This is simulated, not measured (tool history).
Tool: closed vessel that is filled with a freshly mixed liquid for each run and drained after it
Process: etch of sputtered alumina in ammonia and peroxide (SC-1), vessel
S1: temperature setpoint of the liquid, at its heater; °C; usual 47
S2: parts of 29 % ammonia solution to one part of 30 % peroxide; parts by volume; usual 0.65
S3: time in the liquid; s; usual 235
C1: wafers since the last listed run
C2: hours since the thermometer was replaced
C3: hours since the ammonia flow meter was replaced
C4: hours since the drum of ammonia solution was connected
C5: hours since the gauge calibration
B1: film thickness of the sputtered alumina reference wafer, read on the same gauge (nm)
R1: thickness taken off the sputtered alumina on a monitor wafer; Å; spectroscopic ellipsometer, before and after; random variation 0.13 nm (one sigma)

run 1 hour=0 | S1=47 S2=0.55 S3=235 | C1=0 C2=2152.6 C3=552.1 C4=103.2 C5=1057.2 | B1=110 | R1=174.2
run 2 hour=90.2 | S1=52 S2=0.75 S3=235 | C1=8561 C2=2242.8 C3=642.3 C4=193.4 C5=1147.4 | B1=110.04 | R1=232.2
run 3 hour=172 | S1=47 S2=0.65 S3=235 | C1=7763 C2=2324.6 C3=724.1 C4=275.2 C5=1229.2 | B1=109.97 | R1=176.1
-- hour=253.3 new drum of ammonia solution connected
run 4 hour=258.7 | S1=47 S2=0.65 S3=235 | C1=8133 C2=2411.3 C3=810.8 C4=5.4 C5=1315.9 | B1=109.99 | R1=176.3
run 5 hour=330.3 | S1=47 S2=0.65 S3=235 | C1=6795 C2=2482.9 C3=882.4 C4=77 C5=1387.5 | B1=110 | R1=174.5
run 6 hour=400 | S1=47 S2=0.65 S3=235 | C1=6615 C2=2552.6 C3=952.1 C4=146.7 C5=1457.2 | B1=110.01 | R1=178.6
run 7 hour=446.4 | S1=47 S2=0.65 S3=235 | C1=4403 C2=2599 C3=998.5 C4=193.1 C5=1503.6 | B1=109.99 | R1=177.2
run 8 hour=552.3 | S1=47 S2=0.4 S3=235 | C1=10051 C2=2704.9 C3=1104.4 C4=299 C5=1609.5 | B1=110 | R1=170.5
run 9 hour=608.4 | S1=39.5 S2=0.65 S3=310 | C1=5324 C2=2761 C3=1160.5 C4=355.1 C5=1665.6 | B1=110.01 | R1=154.2
-- hour=625.4 new drum of ammonia solution connected
-- hour=648.3 thermometer replaced
run 10 hour=678.2 | S1=47 S2=0.65 S3=340 | C1=6435 C2=29.9 C3=1230.3 C4=52.8 C5=1735.4 | B1=110 | R1=238.3
run 11 hour=766.7 | S1=47 S2=0.65 S3=235 | C1=8399 C2=118.4 C3=1318.8 C4=141.3 C5=1823.9 | B1=109.99 | R1=166.7
run 12 hour=812.4 | S1=47 S2=0.65 S3=235 | C1=4337 C2=164.1 C3=1364.5 C4=187 C5=1869.6 | B1=109.99 | R1=166.3
run 13 hour=874.3 | S1=47 S2=0.65 S3=235 | C1=5875 C2=226 C3=1426.4 C4=248.9 C5=1931.5 | B1=110.03 | R1=164.8
run 14 hour=964.2 | S1=47 S2=0.45 S3=325 | C1=8532 C2=315.9 C3=1516.3 C4=338.8 C5=2021.4 | B1=110 | R1=223

Run 15 comes next. What will it give?
-- hour=1011.8 new drum of ammonia solution connected
run 15 hour=1020.1 | S1=47 S2=0.65 S3=145 | C1=5210 C2=371.8 C3=1572.2 C4=8.3 C5=2077.3 | B1=? | R1=?

{"run 15": {"B1": 109.99, "R1": 103.5}}
Without the tool's hidden state the same run would have given R1 101.6 Å.
